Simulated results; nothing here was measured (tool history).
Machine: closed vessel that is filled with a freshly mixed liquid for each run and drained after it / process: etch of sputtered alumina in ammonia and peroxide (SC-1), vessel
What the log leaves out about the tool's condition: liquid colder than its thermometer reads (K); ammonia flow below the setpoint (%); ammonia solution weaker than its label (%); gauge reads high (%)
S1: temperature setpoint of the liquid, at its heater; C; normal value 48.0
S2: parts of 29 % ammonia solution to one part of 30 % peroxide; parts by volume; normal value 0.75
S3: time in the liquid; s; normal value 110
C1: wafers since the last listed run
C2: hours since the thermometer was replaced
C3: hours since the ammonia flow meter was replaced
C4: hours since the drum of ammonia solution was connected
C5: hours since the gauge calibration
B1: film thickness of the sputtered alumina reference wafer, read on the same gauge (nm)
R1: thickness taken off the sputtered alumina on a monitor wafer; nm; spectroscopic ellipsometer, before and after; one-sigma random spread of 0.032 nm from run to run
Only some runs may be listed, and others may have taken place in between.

run	hour	S1	S2	S3	C1	C2	C3	C4	C5	B1	R1
1	0.0	48.0	0.75	110	0	1638.6	1454.6	107.8	256.6	59.370	4.778
2	32.7	48.0	0.75	110	2616	1671.3	1487.3	140.5	289.3	59.315	4.769
3	59.4	48.0	0.75	110	2136	1698.0	1514.0	167.2	316.0	59.226	4.727
4	84.5	48.0	0.75	110	2008	1723.1	1539.1	192.3	341.1	59.182	4.732
5	103.6	48.0	0.75	110	1528	1742.2	1558.2	211.4	360.2	59.114	4.736
6	116.7	48.0	0.75	110	1048	1755.3	1571.3	224.5	373.3	59.091	4.711
# hour 136.3: new drum of ammonia solution connected
7	147.5	46.0	0.75	110	2384	1786.1	1602.1	11.2	404.1	59.014	4.234
8	170.1	46.0	0.75	110	1808	1808.7	1624.7	33.8	426.7	58.970	4.218
9	198.5	46.0	0.75	110	2272	1837.1	1653.1	62.2	455.1	58.942	4.247
10	228.8	48.0	0.75	110	2424	1867.4	1683.4	92.5	485.4	58.820	4.755
11	243.8	48.0	0.60	110	1200	1882.4	1698.4	107.5	500.4	58.806	4.650
# hour 274.5: thermometer replaced
12	275.5	48.0	0.60	110	2456	1.0	1730.1	139.2	532.1	58.704	4.543
13	310.4	45.0	0.75	50	2793	35.9	1765.0	174.1	567.0	58.650	1.796
14	329.6	48.0	0.75	110	1536	55.1	1784.2	193.3	586.2	58.603	4.697
15	363.5	48.0	0.75	90	2713	89.0	1818.1	227.2	620.1	58.514	3.878
16	396.6	56.5	0.75	65	2648	122.1	1851.2	260.3	653.2	58.422	4.391
17	409.5	48.0	1.15	85	1032	135.0	1864.1	273.2	666.1	58.388	3.779
# hour 412.5: new drum of ammonia solution connected
18	424.2	48.0	0.75	135	1096	149.7	1878.8	11.7	680.8	58.352	5.809
# hour 433.1: gauge calibrated
19	449.4	57.0	0.55	155	2016	174.9	1904.0	36.9	16.3	60.074	10.650
# hour 463.5: ammonia flow meter replaced
20	466.2	48.0	0.75	110	1264	191.7	2.7	53.7	33.1	60.001	4.821
21	489.4	48.0	0.75	110	1856	214.9	25.9	76.9	56.3	59.961	4.802
22	521.0	43.5	0.50	130	2528	246.5	57.5	108.5	87.9	59.893	4.243
23	551.6	48.0	0.60	175	2448	277.1	88.1	139.1	118.5	59.788	7.448

Run 24 comes next. What will it give?
24	566.5	38.5	1.00	50	1192	292.0	103.0	154.0	133.4	?	?

{"run 24": {"B1": 59.752, "R1": 1.302}}
Without the tool's hidden state the same run would have given R1 1.307 nm.
